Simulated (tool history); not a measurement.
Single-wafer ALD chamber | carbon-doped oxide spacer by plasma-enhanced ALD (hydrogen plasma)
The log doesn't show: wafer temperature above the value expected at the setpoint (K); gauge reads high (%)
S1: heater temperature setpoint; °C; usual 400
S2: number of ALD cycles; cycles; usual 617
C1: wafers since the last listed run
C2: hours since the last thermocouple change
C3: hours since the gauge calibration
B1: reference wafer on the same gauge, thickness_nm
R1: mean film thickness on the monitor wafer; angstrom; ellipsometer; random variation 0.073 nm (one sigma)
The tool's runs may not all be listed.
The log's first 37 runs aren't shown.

Run 38, hour 2812.9: usual settings but S1 393 °C; C1 40; C2 633.9; C3 1566.3; B1 32.439. Result: R1 289.78 angstrom.
Run 39, hour 2918.2: usual settings but S1 385 °C, S2 569 cycles; C1 82; C2 739.2; C3 1671.6; B1 32.385. Result: R1 265.57 angstrom.
Run 40, hour 3024.4: usual settings; C1 83; C2 845.4; C3 1777.8; B1 32.352. Result: R1 289.30 angstrom.
Run 41, hour 3091.4: usual settings; C1 52; C2 912.4; C3 1844.8; B1 32.333. Result: R1 289.22 angstrom.
Run 42, hour 3163.0: usual settings but S1 387 °C, S2 554 cycles; C1 56; C2 984.0; C3 1916.4; B1 32.325. Result: R1 258.28 angstrom.
Run 43, hour 3209.7: usual settings; C1 36; C2 1030.7; C3 1963.1; B1 32.261. Result: R1 287.72 angstrom.
Run 44, hour 3297.7: usual settings but S1 395 °C, S2 705 cycles; C1 68; C2 1118.7; C3 2051.1; B1 32.302. Result: R1 330.94 angstrom.
Run 45, hour 3382.9: usual settings but S2 506 cycles; C1 66; C2 1203.9; C3 2136.3; B1 32.276. Result: R1 236.09 angstrom.
Run 46, hour 3457.3: usual settings but S1 407 °C; C1 58; C2 1278.3; C3 2210.7; B1 32.274. Result: R1 281.07 angstrom.
Run 47, hour 3617.9: usual settings but S1 411 °C, S2 526 cycles; C1 125; C2 1438.9; C3 2371.3; B1 32.181. Result: R1 238.20 angstrom.

3 ways to go on from here, each from the tool as it stands after run 47. What would each give?
Run A, hour 3619.2: usual settings but S1 396 °C; C1 1; C2 1440.2; C3 2372.6; B1 ?. Result: R1 ?.
Run B, hour 3619.2: usual settings but S2 575 cycles; C1 1; C2 1440.2; C3 2372.6; B1 ?. Result: R1 ?.
Run C, hour 3619.2: usual settings but S1 389 °C, S2 685 cycles; C1 1; C2 1440.2; C3 2372.6; B1 ?. Result: R1 ?.

run      B1      R1
  A  32.201  286.89
  B  32.201  267.36
  C  32.201  318.51
Without the tool's hidden state the same runs would have given:
run      R1
  A  292.30
  B  272.41
  C  324.52
